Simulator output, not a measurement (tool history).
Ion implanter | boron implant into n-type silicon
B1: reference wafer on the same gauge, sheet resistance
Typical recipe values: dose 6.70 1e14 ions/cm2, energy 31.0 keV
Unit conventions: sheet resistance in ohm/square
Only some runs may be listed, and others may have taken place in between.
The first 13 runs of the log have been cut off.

run 14 hour=361.8 | dose=6.70 energy=31.0 | B1=171.20 | sheet_resistance=171.63
-- hour=373.9 extraction supply calibrated
run 15 hour=381.4 | dose=7.40 energy=38.5 | B1=170.76 | sheet_resistance=154.10
run 16 hour=401.9 | dose=5.37 energy=26.0 | B1=171.31 | sheet_resistance=209.36
run 17 hour=428.7 | dose=5.71 energy=23.5 | B1=170.96 | sheet_resistance=201.69
run 18 hour=448.4 | dose=6.70 energy=22.0 | B1=170.95 | sheet_resistance=176.12
run 19 hour=471.8 | dose=5.62 energy=22.0 | B1=170.72 | sheet_resistance=203.67
run 20 hour=495.8 | dose=6.70 energy=31.0 | B1=171.07 | sheet_resistance=170.84
run 21 hour=528.3 | dose=7.82 energy=27.0 | B1=171.11 | sheet_resistance=151.58
run 22 hour=557.0 | dose=5.18 energy=31.0 | B1=170.92 | sheet_resistance=210.68
run 23 hour=589.3 | dose=6.70 energy=31.0 | B1=170.67 | sheet_resistance=169.14
run 24 hour=622.6 | dose=6.70 energy=20.5 | B1=171.21 | sheet_resistance=177.72
run 25 hour=639.7 | dose=7.61 energy=31.0 | B1=171.06 | sheet_resistance=154.28
run 26 hour=658.8 | dose=6.70 energy=31.0 | B1=170.82 | sheet_resistance=171.31
run 27 hour=685.2 | dose=5.38 energy=31.0 | B1=170.58 | sheet_resistance=205.07
run 28 hour=702.8 | dose=6.70 energy=31.0 | B1=171.06 | sheet_resistance=170.86
run 29 hour=729.8 | dose=5.03 energy=27.5 | B1=170.75 | sheet_resistance=217.88
run 30 hour=759.5 | dose=7.29 energy=36.5 | B1=171.14 | sheet_resistance=158.28
run 31 hour=775.3 | dose=6.70 energy=31.0 | B1=170.86 | sheet_resistance=169.85
run 32 hour=803.4 | dose=7.87 energy=23.0 | B1=171.00 | sheet_resistance=152.10
run 33 hour=828.7 | dose=5.93 energy=31.0 | B1=170.83 | sheet_resistance=188.95
run 34 hour=875.2 | dose=8.11 energy=24.0 | B1=171.25 | sheet_resistance=148.61
-- hour=885.8 gauge calibrated
run 35 hour=900.4 | dose=8.22 energy=31.0 | B1=170.93 | sheet_resistance=143.85
run 36 hour=925.4 | dose=6.70 energy=31.0 | B1=170.76 | sheet_resistance=168.74
run 37 hour=959.9 | dose=6.70 energy=31.0 | B1=170.93 | sheet_resistance=170.58

Branching from run 37: 4 alternative next runs. What would each branch give?
run A hour=960.3 | dose=6.70 energy=31.0 | B1=? | sheet_resistance=?
run B hour=960.3 | dose=5.13 energy=31.0 | B1=? | sheet_resistance=?
run C hour=960.3 | dose=8.26 energy=31.0 | B1=? | sheet_resistance=?
run D hour=960.3 | dose=7.74 energy=21.5 | B1=? | sheet_resistance=?

run=A B1=171.21 sheet_resistance=171.14
run=B B1=171.21 sheet_resistance=213.23
run=C B1=171.21 sheet_resistance=143.75
run=D B1=171.21 sheet_resistance=156.28
Had the tool no hidden state, the same runs would have come out as:
run=A sheet_resistance=171.14
run=B sheet_resistance=213.23
run=C sheet_resistance=143.75
run=D sheet_resistance=156.28
